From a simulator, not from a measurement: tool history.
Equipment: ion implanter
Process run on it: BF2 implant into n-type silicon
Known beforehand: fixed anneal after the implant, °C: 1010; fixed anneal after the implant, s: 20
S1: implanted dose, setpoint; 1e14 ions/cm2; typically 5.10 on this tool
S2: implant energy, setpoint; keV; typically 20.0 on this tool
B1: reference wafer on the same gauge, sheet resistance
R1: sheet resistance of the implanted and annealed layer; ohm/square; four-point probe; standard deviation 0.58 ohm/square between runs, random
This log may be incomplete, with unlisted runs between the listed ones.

Run 1, day 0.000: usual settings; B1 248.06. Result: R1 266.68 ohm/square.
Run 2, day 0.817: usual settings but S2 22.0 keV; B1 248.22. Result: R1 260.95 ohm/square.
Run 3, day 4.358: usual settings; B1 247.93. Result: R1 266.21 ohm/square.
Run 4, day 5.333: usual settings but S2 23.5 keV; B1 247.81. Result: R1 257.19 ohm/square.
Run 5, day 6.117: usual settings but S2 23.5 keV; B1 247.79. Result: R1 257.51 ohm/square.
Run 6, day 7.004: usual settings but S1 6.08 1e14 ions/cm2; B1 247.91. Result: R1 238.49 ohm/square.
Run 7, day 7.912: usual settings but S1 6.08 1e14 ions/cm2; B1 247.90. Result: R1 238.67 ohm/square.
At day 9.071: Faraday cup replaced and dose calibrated.
Run 8, day 9.258: usual settings but S1 5.91 1e14 ions/cm2; B1 247.97. Result: R1 239.22 ohm/square.
Run 9, day 10.200: usual settings but S1 5.91 1e14 ions/cm2; B1 247.90. Result: R1 239.44 ohm/square.
Run 10, day 13.450: usual settings but S1 3.59 1e14 ions/cm2, S2 26.5 keV; B1 248.15. Result: R1 325.68 ohm/square.
At day 13.779: gauge calibrated.
At day 14.158: Faraday cup replaced and dose calibrated, repeated, since the last time left the tool worse.
At day 14.304: extraction supply calibrated.
Run 11, day 14.325: usual settings but S1 5.52 1e14 ions/cm2, S2 24.5 keV; B1 247.86. Result: R1 245.42 ohm/square.
Run 12, day 14.908: usual settings; B1 247.96. Result: R1 272.39 ohm/square.
Run 13, day 15.862: usual settings; B1 247.79. Result: R1 271.48 ohm/square.
Run 14, day 16.392: usual settings but S1 5.69 1e14 ions/cm2, S2 13.5 keV; B1 247.96. Result: R1 280.56 ohm/square.
Run 15, day 16.933: usual settings but S1 4.19 1e14 ions/cm2; B1 248.02. Result: R1 313.55 ohm/square.
Run 16, day 17.583: usual settings but S1 4.31 1e14 ions/cm2, S2 15.0 keV; B1 248.16. Result: R1 323.25 ohm/square.
Run 17, day 18.467: usual settings but S2 18.0 keV; B1 247.86. Result: R1 277.65 ohm/square.
Run 18, day 19.938: usual settings but S2 24.5 keV; B1 247.84. Result: R1 259.65 ohm/square.
Run 19, day 21.067: usual settings but S1 3.98 1e14 ions/cm2, S2 25.0 keV; B1 247.69. Result: R1 313.16 ohm/square.

What if the next run were any one of these 3? Each begins from the tool's condition after run 19:
Run A, day 21.083: usual settings; B1 ?. Result: R1 ?.
Run B, day 21.083: usual settings but S1 5.60 1e14 ions/cm2, S2 25.0 keV; B1 ?. Result: R1 ?.
Run C, day 21.083: usual settings but S1 3.90 1e14 ions/cm2, S2 18.0 keV; B1 ?. Result: R1 ?.

run      B1      R1
  A  248.26  270.89
  B  248.26  241.85
  C  248.26  334.77
What these runs would have given with no unlogged condition in the tool:
run      R1
  A  273.45
  B  244.23
  C  338.24
